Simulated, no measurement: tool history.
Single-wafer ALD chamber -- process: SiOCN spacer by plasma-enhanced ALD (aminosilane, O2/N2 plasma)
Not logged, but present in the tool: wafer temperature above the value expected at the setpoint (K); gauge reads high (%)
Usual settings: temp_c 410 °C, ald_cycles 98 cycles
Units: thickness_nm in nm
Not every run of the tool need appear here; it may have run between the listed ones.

run,hour,temp_c,ald_cycles,wafers since the last listed run,hours since the last thermocouple change,hours since the gauge calibration,"read-back reference wafer on the same gauge, thickness_nm",thickness_nm
1,0.0,410,98,0,2899.1,164.8,5.683,5.128
2,12.8,410,98,49,2911.9,177.6,5.687,5.152
3,38.4,410,98,99,2937.5,203.2,5.690,5.133
4,54.3,410,98,61,2953.4,219.1,5.685,5.120
5,79.4,410,98,97,2978.5,244.2,5.693,5.120
6,93.2,405,88,53,2992.3,258.0,5.693,4.682
7,114.9,405,88,84,3014.0,279.7,5.697,4.695
8,146.4,400,103,122,3045.5,311.2,5.701,5.580
9,169.7,400,103,90,3068.8,334.5,5.701,5.556
10,185.4,410,98,61,3084.5,350.2,5.707,5.128
11,201.6,410,112,63,3100.7,366.4,5.708,5.901
12,228.5,415,98,104,3127.6,393.3,5.712,5.072
13,256.2,415,98,107,3155.3,421.0,5.716,5.075
# hour 278.6: thermocouple changed; heater temperature recalibrated
14,286.9,422,79,88,8.3,451.7,5.723,3.985
15,317.1,410,98,117,38.5,481.9,5.733,5.154
16,335.6,410,98,72,57.0,500.4,5.734,5.166
17,358.1,416,109,87,79.5,522.9,5.740,5.652
# hour 369.2: gauge calibrated
18,377.5,398,98,75,98.9,8.3,5.670,5.239
19,413.1,423,109,138,134.5,43.9,5.667,5.461
20,426.4,414,87,51,147.8,57.2,5.665,4.487
21,443.5,410,98,66,164.9,74.3,5.674,5.106
22,464.0,410,113,79,185.4,94.8,5.672,5.877
23,482.6,417,111,72,204.0,113.4,5.672,5.668
24,501.5,410,117,73,222.9,132.3,5.674,6.111
25,518.4,410,107,65,239.8,149.2,5.674,5.588
26,547.8,415,103,114,269.2,178.6,5.676,5.303
27,570.4,403,105,88,291.8,201.2,5.679,5.632

Pick out some run-to-run changes in thickness_nm. Of each, how much would a tool without hidden state show as well, from the settings, what came in and chance, and how much is left for the hidden state and any gauge scatter not in both results compared?
Run 13 -> 14: temp_c 415 -> 422, ald_cycles 98 -> 79, thermocouple changed; heater temperature recalibrated. thickness_nm -1.090 nm: hidden state -0.005, all else -1.085.
Run 14 -> 15: temp_c 422 -> 410, ald_cycles 79 -> 98. thickness_nm +1.169 nm: hidden state +0.017, all else +1.152.
Run 17 -> 18: temp_c 416 -> 398, ald_cycles 109 -> 98, gauge calibrated. thickness_nm -0.413 nm: hidden state -0.072, all else -0.341.
